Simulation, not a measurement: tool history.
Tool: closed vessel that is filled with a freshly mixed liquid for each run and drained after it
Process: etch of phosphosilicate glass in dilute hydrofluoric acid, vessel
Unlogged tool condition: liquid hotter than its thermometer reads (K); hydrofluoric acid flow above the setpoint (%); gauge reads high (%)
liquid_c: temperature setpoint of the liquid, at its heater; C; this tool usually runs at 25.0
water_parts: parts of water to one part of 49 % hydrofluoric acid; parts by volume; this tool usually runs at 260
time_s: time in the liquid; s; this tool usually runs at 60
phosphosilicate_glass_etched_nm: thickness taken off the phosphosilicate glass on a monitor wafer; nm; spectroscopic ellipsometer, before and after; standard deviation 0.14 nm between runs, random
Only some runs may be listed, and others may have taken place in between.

run   hour  liquid_c  water_parts  time_s  wafers since the last listed run  hours since the thermometer was replaced  hours since the hydrofluoric acid flow meter was replaced  hours since the gauge calibration  read-back film thickness of the phosphosilicate glass reference wafer, read on the same gauge (nm)  phosphosilicate_glass_etched_nm
  1    0.0      25.0          260      60                                 0                                    1829.6                                                      699.0                               98.2                                                                                               79.98                            38.95
  2   30.3      26.5          260      85                              2468                                    1859.9                                                      729.3                              128.5                                                                                               80.02                            57.81
  3   50.0      26.5          260      85                              1605                                    1879.6                                                      749.0                              148.2                                                                                               79.98                            58.11
  4   82.6      25.0          260      60                              2656                                    1912.2                                                      781.6                              180.8                                                                                               80.01                            39.39
  5  108.1      25.0          260      60                              2077                                    1937.7                                                      807.1                              206.3                                                                                               80.02                            39.09
  6  126.5      25.0          260      60                              1499                                    1956.1                                                      825.5                              224.7                                                                                               80.02                            39.08
  7  160.3      25.0          260      60                              2753                                    1989.9                                                      859.3                              258.5                                                                                               79.99                            39.26
  8  177.4      25.0          260      60                              1393                                    2007.0                                                      876.4                              275.6                                                                                               80.01                            38.93
  9  213.1      25.0          260      60                              2908                                    2042.7                                                      912.1                              311.3                                                                                               79.99                            39.45
 10  237.4      25.0          260      60                              1979                                    2067.0                                                      936.4                              335.6                                                                                               80.00                            39.05
     247.3  -- thermometer replaced
     252.3  -- hydrofluoric acid flow meter replaced
 11  261.4      25.0          260      60                              1792                                      14.1                                                        9.1                              359.6                                                                                               80.00                            36.23
 12  292.3      25.0          260      60                              2517                                      45.0                                                       40.0                              390.5                                                                                               80.00                            36.25
 13  320.7      25.0          140      70                              2313                                      73.4                                                       68.4                              418.9                                                                                               80.02                            89.74
 14  337.3      29.5          155      60                              1352                                      90.0                                                       85.0                              435.5                                                                                               80.02                            80.39
 15  351.8      22.5          365      85                              1181                                     104.5                                                       99.5                              450.0                                                                                               80.02                            30.21
 16  385.5      29.5          135      70                              2745                                     138.2                                                      133.2                              483.7                                                                                               80.03                           111.05
 17  408.6      28.0          260      80                              1882                                     161.3                                                      156.3                              506.8                                                                                               80.01                            53.96
 18  439.3      21.0          260      35                              2501                                     192.0                                                      187.0                              537.5                                                                                               80.00                            18.37
     447.4  -- gauge calibrated
 19  536.1      27.5          260      40                              7886                                     288.8                                                      283.8                               88.7                                                                                               79.99                            26.68
 20  555.5      25.0          260      60                              1580                                     308.2                                                      303.2                              108.1                                                                                               80.00                            36.44
 21  584.9      23.0          180      70                              2395                                     337.6                                                      332.6                              137.5                                                                                               79.99                            61.86
 22  614.4      27.5          305      60                              2403                                     367.1                                                      362.1                              167.0                                                                                               80.00                            32.48
 23  636.1      25.0          260      60                              1768                                     388.8                                                      383.8                              188.7                                                                                               79.98                            36.84
 24  658.8      28.0          295      90                              1849                                     411.5                                                      406.5                              211.4                                                                                               80.02                            51.46

Each row is a separate what-if for the run after 24, all from the same tool condition, not one after another. Results?
  A  659.5      25.0          260      60                                57                                     412.2                                                      407.2                              212.1                                                                                                   ?                                ?
  B  659.5      25.0          185      80                                57                                     412.2                                                      407.2                              212.1                                                                                                   ?                                ?
  C  659.5      25.0          180      60                                57                                     412.2                                                      407.2                              212.1                                                                                                   ?                                ?
  D  659.5      25.0          260      80                                57                                     412.2                                                      407.2                              212.1                                                                                                   ?                                ?
  E  659.5      25.0          170      60                                57                                     412.2                                                      407.2                              212.1                                                                                                   ?                                ?

run  read-back film thickness of the phosphosilicate glass reference wafer, read on the same gauge (nm)  phosphosilicate_glass_etched_nm
  A                                                                                               80.02                            36.49
  B                                                                                               80.02                            74.22
  C                                                                                               80.02                            57.54
  D                                                                                               80.02                            48.65
  E                                                                                               80.02                            61.63
Had the tool no hidden state, the same runs would have come out as:
run  phosphosilicate_glass_etched_nm
  A                            35.44
  B                            71.99
  C                            55.80
  D                            47.26
  E                            59.76
